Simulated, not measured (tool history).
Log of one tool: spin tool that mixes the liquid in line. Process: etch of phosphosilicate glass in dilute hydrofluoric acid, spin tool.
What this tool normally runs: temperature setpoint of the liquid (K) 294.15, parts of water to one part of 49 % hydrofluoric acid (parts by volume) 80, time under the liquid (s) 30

run	hour	temperature setpoint of the liquid (K)	parts of water to one part of 49 % hydrofluoric acid (parts by volume)	time under the liquid (s)	read-back film thickness of the phosphosilicate glass reference wafer, read on the same gauge (nm)	thickness taken off the phosphosilicate glass on a monitor wafer (angstrom)
1	0.0	294.15	80	30	120.01	187.4
2	14.5	294.15	80	30	120.01	187.0
3	37.5	294.15	80	30	120.01	186.8
4	54.9	294.15	95	30	120.00	152.0
5	89.4	294.15	95	30	119.97	151.8
6	104.4	294.15	95	30	120.00	152.4
7	117.9	294.15	80	30	119.97	182.9
8	152.0	294.15	80	30	120.02	183.8
9	182.0	294.15	80	20	119.94	123.8
10	206.9	294.15	80	20	120.06	120.9
11	220.0	294.15	80	40	120.01	246.6
12	250.1	294.15	80	40	119.97	244.7
# hour 256.2: gauge calibrated
13	278.1	297.15	45	40	120.02	505.3
# hour 299.6: thermometer replaced
14	300.1	294.15	80	30	119.99	182.9
15	328.6	298.15	55	15	119.99	160.4
16	351.5	290.65	40	35	119.98	380.4
17	385.7	295.65	105	50	120.02	232.2
18	413.8	296.15	80	30	119.98	193.7
# hour 420.1: hydrofluoric acid flow meter replaced
19	434.7	294.15	80	30	120.02	211.5
20	460.9	296.15	95	30	119.98	191.3
21	488.6	290.15	80	30	120.02	181.9
22	511.6	296.65	60	45	120.00	489.1
23	529.8	291.15	55	40	120.00	373.5
24	543.5	290.15	65	25	119.97	187.1

Exercise: give the hidden state of the tool at every run:
liquid colder than its thermometer reads (K): 0 at every run
gauge reads high (%): 0 at every run
H1: hydrofluoric acid flow below the setpoint (%)
run	H1
1	12
2	12.2
3	12.3
4	12.5
5	12.8
6	12.9
7	13
8	13.3
9	13.5
10	13.7
11	13.8
12	14.1
13	14.3
14	14.5
15	14.7
16	14.9
17	15.1
18	15.4
19	0.134
20	0.344
21	0.567
22	0.752
23	0.898
24	1.01
